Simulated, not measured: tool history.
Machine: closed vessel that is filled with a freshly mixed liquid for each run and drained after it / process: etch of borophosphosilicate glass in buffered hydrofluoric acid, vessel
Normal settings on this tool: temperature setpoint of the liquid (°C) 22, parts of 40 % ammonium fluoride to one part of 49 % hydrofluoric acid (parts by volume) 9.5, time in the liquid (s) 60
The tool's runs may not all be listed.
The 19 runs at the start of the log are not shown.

run	hour	temperature setpoint of the liquid (°C)	parts of 40 % ammonium fluoride to one part of 49 % hydrofluoric acid (parts by volume)	time in the liquid (s)	read-back film thickness of the borophosphosilicate glass reference wafer, read on the same gauge (nm)	thickness taken off the borophosphosilicate glass on a monitor wafer (angstrom)
20	436.9	20.5	6.5	60	150	1509.5
21	468.6	22	9.5	60	149.99	1114.4
22	501	20	6	80	150	2079.3
23	530.6	25.5	10.5	40	149.98	825.8
24	552.7	24	12.5	60	149.99	950
25	567.7	19.5	7.5	90	150.01	1829.1
26	586.3	22	13	60	150.01	821.8
27	620.9	22	9.5	60	150	1099.2
28	647	22	9.5	60	150.04	1102.3
29	664.5	17.5	9.5	45	149.99	638.8
30	681.9	17.5	12.5	60	149.98	669.4
31	713.6	22	9.5	80	149.99	1461.5
32	733.3	22	9.5	60	150	1098

Predict each of these 3 candidate next runs independently; none follows another, all start after run 32:
A	734	22	11	60	?	?
B	734	17.5	11	30	?	?
C	734	24.5	6.5	75	?	?

run	read-back film thickness of the borophosphosilicate glass reference wafer, read on the same gauge (nm)	thickness taken off the borophosphosilicate glass on a monitor wafer (angstrom)
A	149.98	972.1
B	149.98	378.4
C	149.98	2298.6
With no hidden state in the tool, these same runs would have given:
run	thickness taken off the borophosphosilicate glass on a monitor wafer (angstrom)
A	1013.9
B	395.1
C	2395.5
